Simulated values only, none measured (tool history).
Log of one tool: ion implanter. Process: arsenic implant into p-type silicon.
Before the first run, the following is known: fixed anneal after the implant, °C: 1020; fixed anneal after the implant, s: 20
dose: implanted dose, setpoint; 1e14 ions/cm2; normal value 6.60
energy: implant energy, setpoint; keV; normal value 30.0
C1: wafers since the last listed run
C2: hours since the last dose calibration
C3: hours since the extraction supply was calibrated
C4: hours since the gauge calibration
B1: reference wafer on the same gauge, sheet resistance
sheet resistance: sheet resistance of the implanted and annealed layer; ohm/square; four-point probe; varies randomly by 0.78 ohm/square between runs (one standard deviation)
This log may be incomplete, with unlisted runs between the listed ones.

Run 1, hour 0.0: usual settings; C1 0; C2 471.9; C3 1878.6; C4 366.1; B1 167.78. Result: sheet resistance 149.39 ohm/square.
Run 2, hour 53.9: usual settings; C1 987; C2 525.8; C3 1932.5; C4 420.0; B1 168.24. Result: sheet resistance 150.16 ohm/square.
Run 3, hour 125.2: usual settings; C1 1306; C2 597.1; C3 2003.8; C4 491.3; B1 169.13. Result: sheet resistance 151.89 ohm/square.
Run 4, hour 183.1: usual settings; C1 1061; C2 655.0; C3 2061.7; C4 549.2; B1 169.89. Result: sheet resistance 152.87 ohm/square.
At hour 184.7: gauge calibrated.
Run 5, hour 248.8: usual settings; C1 1203; C2 720.7; C3 2127.4; C4 64.1; B1 167.13. Result: sheet resistance 149.19 ohm/square.
Run 6, hour 280.8: usual settings; C1 586; C2 752.7; C3 2159.4; C4 96.1; B1 166.92. Result: sheet resistance 149.32 ohm/square.
Run 7, hour 328.5: usual settings; C1 874; C2 800.4; C3 2207.1; C4 143.8; B1 167.32. Result: sheet resistance 150.14 ohm/square.
At hour 388.4: Faraday cup replaced and dose calibrated.
Run 8, hour 388.9: usual settings; C1 960; C2 0.5; C3 2267.5; C4 204.2; B1 167.54. Result: sheet resistance 150.16 ohm/square.
Run 9, hour 420.5: usual settings; C1 579; C2 32.1; C3 2299.1; C4 235.8; B1 167.21. Result: sheet resistance 151.77 ohm/square.
At hour 429.0: extraction supply calibrated.
Run 10, hour 466.3: usual settings but energy 35.0 keV; C1 692; C2 77.9; C3 37.3; C4 281.6; B1 167.86. Result: sheet resistance 145.86 ohm/square.
Run 11, hour 508.1: usual settings but energy 35.0 keV; C1 766; C2 119.7; C3 79.1; C4 323.4; B1 168.39. Result: sheet resistance 146.62 ohm/square.
Run 12, hour 566.2: usual settings but dose 8.01 1e14 ions/cm2, energy 35.5 keV; C1 1064; C2 177.8; C3 137.2; C4 381.5; B1 168.53. Result: sheet resistance 126.01 ohm/square.
Run 13, hour 689.1: usual settings but dose 5.29 1e14 ions/cm2; C1 2252; C2 300.7; C3 260.1; C4 504.4; B1 169.55. Result: sheet resistance 181.25 ohm/square.
At hour 755.8: gauge calibrated.
Run 14, hour 758.0: usual settings but dose 4.93 1e14 ions/cm2, energy 25.0 keV; C1 1262; C2 369.6; C3 329.0; C4 2.2; B1 166.48. Result: sheet resistance 190.86 ohm/square.
Run 15, hour 783.1: usual settings but dose 4.62 1e14 ions/cm2, energy 21.5 keV; C1 459; C2 394.7; C3 354.1; C4 27.3; B1 166.92. Result: sheet resistance 205.34 ohm/square.
Run 16, hour 820.4: usual settings but dose 7.87 1e14 ions/cm2, energy 23.5 keV; C1 683; C2 432.0; C3 391.4; C4 64.6; B1 166.95. Result: sheet resistance 137.55 ohm/square.
Run 17, hour 891.8: usual settings but energy 40.0 keV; C1 1308; C2 503.4; C3 462.8; C4 136.0; B1 166.77. Result: sheet resistance 144.03 ohm/square.
Run 18, hour 958.0: usual settings but dose 5.02 1e14 ions/cm2, energy 21.5 keV; C1 1213; C2 569.6; C3 529.0; C4 202.2; B1 167.65. Result: sheet resistance 193.95 ohm/square.
Run 19, hour 1019.1: usual settings; C1 1119; C2 630.7; C3 590.1; C4 263.3; B1 167.54. Result: sheet resistance 149.04 ohm/square.
Run 20, hour 1060.6: usual settings; C1 760; C2 672.2; C3 631.6; C4 304.8; B1 167.98. Result: sheet resistance 149.61 ohm/square.
Run 21, hour 1100.9: usual settings but energy 24.5 keV; C1 738; C2 712.5; C3 671.9; C4 345.1; B1 168.16. Result: sheet resistance 155.24 ohm/square.
Run 22, hour 1150.3: usual settings; C1 905; C2 761.9; C3 721.3; C4 394.5; B1 168.73. Result: sheet resistance 151.69 ohm/square.

What if the next run were any one of these 3? Each begins from the tool's condition after run 22:
Run A, hour 1150.7: usual settings; C1 7; C2 762.3; C3 721.7; C4 394.9; B1 ?. Result: sheet resistance ?.
Run B, hour 1150.7: usual settings but dose 8.43 1e14 ions/cm2, energy 25.0 keV; C1 7; C2 762.3; C3 721.7; C4 394.9; B1 ?. Result: sheet resistance ?.
Run C, hour 1150.7: usual settings but dose 8.03 1e14 ions/cm2; C1 7; C2 762.3; C3 721.7; C4 394.9; B1 ?. Result: sheet resistance ?.

run      B1  sheet resistance
  A  168.53            149.65
  B  168.53            129.63
  C  168.53            129.75
With no hidden state in the tool, these same runs would have given:
run  sheet resistance
  A            148.23
  B            128.41
  C            128.52

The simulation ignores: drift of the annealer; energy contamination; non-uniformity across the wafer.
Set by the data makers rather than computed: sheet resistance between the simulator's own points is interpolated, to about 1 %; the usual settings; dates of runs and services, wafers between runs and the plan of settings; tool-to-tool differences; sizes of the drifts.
